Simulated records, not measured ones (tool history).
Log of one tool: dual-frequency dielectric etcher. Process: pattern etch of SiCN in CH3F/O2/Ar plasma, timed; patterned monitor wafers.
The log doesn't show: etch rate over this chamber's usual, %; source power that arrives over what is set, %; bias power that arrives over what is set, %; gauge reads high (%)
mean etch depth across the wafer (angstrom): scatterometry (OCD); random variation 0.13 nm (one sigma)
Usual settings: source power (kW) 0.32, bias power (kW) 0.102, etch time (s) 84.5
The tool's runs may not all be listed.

run	hour	source power (kW)	bias power (kW)	etch time (s)	wafers since the last listed run	hours since the last wet clean	hours since the last source power generator calibration	hours since the last bias power generator calibration	hours since the last upper electrode change	hours since the gauge calibration	read-back reference wafer on the same gauge, depth_nm	mean etch depth across the wafer (angstrom)
1	0	0.3	0.102	84.5	0	433.4	1278.6	2868.1	1736.6	668.4	26.81	315.9
2	67.4	0.3	0.102	84.5	611	500.8	1346	2935.5	1804	735.8	26.79	316.4
3	127.2	0.3	0.102	84.5	542	560.6	1405.8	2995.3	1863.8	795.6	26.8	313.7
4	152.8	0.32	0.102	84.5	232	586.2	1431.4	3020.9	1889.4	821.2	26.79	320
# hour 177.2: wet clean of the chamber
5	184.8	0.32	0.102	84.5	72	7.6	1463.4	3052.9	1921.4	853.2	26.79	327.7
6	312.6	0.32	0.102	84.5	1159	135.4	1591.2	3180.7	2049.2	981	26.81	327.4
7	438.2	0.32	0.102	84.5	1139	261	1716.8	3306.3	2174.8	1106.6	26.82	326.2
8	484.2	0.32	0.102	84.5	417	307	1762.8	3352.3	2220.8	1152.6	26.8	323.3
9	522.7	0.32	0.102	84.5	349	345.5	1801.3	3390.8	2259.3	1191.1	26.83	325.3
10	583.1	0.26	0.102	84.5	547	405.9	1861.7	3451.2	2319.7	1251.5	26.77	299.8
11	754	0.26	0.102	84.5	1549	576.8	2032.6	3622.1	2490.6	1422.4	26.81	296.6
# hour 793.1: gauge calibrated
# hour 811.4: wet clean of the chamber
12	811.9	0.32	0.102	84.5	307	0.5	2090.5	3680	2548.5	18.8	26.79	330.6
13	824.6	0.32	0.102	84.5	115	13.2	2103.2	3692.7	2561.2	31.5	26.82	331.6
14	889.2	0.37	0.102	84.5	585	77.8	2167.8	3757.3	2625.8	96.1	26.79	348
15	914.1	0.28	0.124	72.5	225	102.7	2192.7	3782.2	2650.7	121	26.8	281.6
16	945.2	0.37	0.102	66.5	282	133.8	2223.8	3813.3	2681.8	152.1	26.81	274
17	1042.2	0.27	0.085	107	879	230.8	2320.8	3910.3	2778.8	249.1	26.83	371.6
18	1082.8	0.32	0.127	84.5	368	271.4	2361.4	3950.9	2819.4	289.7	26.81	344.7
19	1131.5	0.32	0.102	84.5	441	320.1	2410.1	3999.6	2868.1	338.4	26.81	322.2
# hour 1178.6: source power generator calibrated
20	1180.6	0.28	0.085	91.5	409	369.2	2	4048.7	2917.2	387.5	26.79	322
# hour 1210.6: upper electrode replaced, of another model than before
21	1225.2	0.34	0.11	84.5	186	413.8	46.6	4093.3	14.6	432.1	26.81	337.8
# hour 1267.9: bias power generator calibrated
22	1287.7	0.32	0.118	84.5	530	476.3	109.1	19.8	77.1	494.6	26.82	330.7
23	1324.8	0.28	0.12	98	336	513.4	146.2	56.9	114.2	531.7	26.81	351.4
# hour 1392.6: wet clean of the chamber
24	1393.1	0.32	0.102	84.5	401	0.5	214.5	125.2	182.5	600	26.82	332.6
25	1410.6	0.32	0.102	69.5	158	18	232	142.7	200	617.5	26.8	273.9
26	1469.9	0.32	0.102	84.5	537	77.3	291.3	202	259.3	676.8	26.79	329
27	1510.2	0.25	0.109	92	365	117.6	331.6	242.3	299.6	717.1	26.8	307.8
28	1564.6	0.32	0.102	84.5	493	172	386	296.7	354	771.5	26.8	330.9
29	1620.5	0.26	0.111	77.5	506	227.9	441.9	352.6	409.9	827.4	26.8	266.2

Hidden state at the last listed run before each entry between runs and at the first one after, where it differs:
Between runs 4 and 5: wet clean of the chamber (hour 177.2)
  etch rate over this chamber's usual, %: -3.29 -> -0.045
  measured less the result without the state, mean etch depth across the wafer (angstrom): -10.9 -> -0.2
Between runs 11 and 12: gauge calibrated (hour 793.1); wet clean of the chamber (hour 811.4)
  etch rate over this chamber's usual, %: -3.05 -> -0.043
  measured less the result without the state, mean etch depth across the wafer (angstrom): -9.3 -> -0.1
Between runs 19 and 20: source power generator calibrated (hour 1178.6)
  etch rate over this chamber's usual, %: -1.73 -> -1.99
  measured less the result without the state, mean etch depth across the wafer (angstrom): -5.6 -> -6.5
Between runs 20 and 21: upper electrode replaced, of another model than before (hour 1210.6)
  etch rate over this chamber's usual, %: -1.99 -> -2.22
  measured less the result without the state, mean etch depth across the wafer (angstrom): -6.5 -> -7.7
Between runs 21 and 22: bias power generator calibrated (hour 1267.9)
  etch rate over this chamber's usual, %: -2.22 -> -2.55
  measured less the result without the state, mean etch depth across the wafer (angstrom): -7.7 -> -8.6
Between runs 23 and 24: wet clean of the chamber (hour 1392.6)
  etch rate over this chamber's usual, %: -2.75 -> 0.317
  measured less the result without the state, mean etch depth across the wafer (angstrom): -9.9 -> +1
